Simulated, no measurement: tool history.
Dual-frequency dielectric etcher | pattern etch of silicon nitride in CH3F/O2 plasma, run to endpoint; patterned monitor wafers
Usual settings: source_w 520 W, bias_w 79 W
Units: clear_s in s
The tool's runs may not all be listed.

run,hour,source_w,bias_w,"incoming incoming film thickness, nm",clear_s
1,0,520,79,87.1,88
2,77.7,520,86,88.8,87.5
3,160.5,520,79,87.8,87.9
4,268.2,520,79,88,86.7
5,370.5,520,79,87.9,85.8
6,476.7,520,79,87.2,83.7
7,592.4,520,79,88,88.4
8,610.8,520,66,88,90.1
9,674.8,520,66,87.8,89.9
10,729.8,560,69,87.7,87
11,797.5,440,98,87.9,88.1
12,1081.5,630,71,87.4,80.3
13,1182.6,520,79,88,88.9
14,1220.2,580,79,87.6,85
15,1279.3,520,79,87.6,86.4
16,1381.3,400,66,87.7,96.6
17,1463.4,630,91,88.3,79
18,1524.7,450,96,87.3,85.4

Not shown: 5 entries that the log had between the listed runs. Between which runs, and how does the tool's hidden state differ before and after?
Between runs 6 and 7: source power generator calibrated (hour 507.6); bias power generator calibrated (hour 535.8); wet clean of the chamber (hour 591.9)
  etch rate over this chamber's usual, %: 3.8 -> 0.27
  measured less the result without the state, clear_s: -3.1 -> -0.2 s
Between runs 11 and 12: upper electrode replaced (hour 1053.5)
  etch rate over this chamber's usual, %: 2.01 -> 4.43
  measured less the result without the state, clear_s: -1.7 -> -3.6 s
Between runs 12 and 13: wet clean of the chamber (hour 1179)
  etch rate over this chamber's usual, %: 4.43 -> 0.0795
  measured less the result without the state, clear_s: -3.6 -> -0.1 s

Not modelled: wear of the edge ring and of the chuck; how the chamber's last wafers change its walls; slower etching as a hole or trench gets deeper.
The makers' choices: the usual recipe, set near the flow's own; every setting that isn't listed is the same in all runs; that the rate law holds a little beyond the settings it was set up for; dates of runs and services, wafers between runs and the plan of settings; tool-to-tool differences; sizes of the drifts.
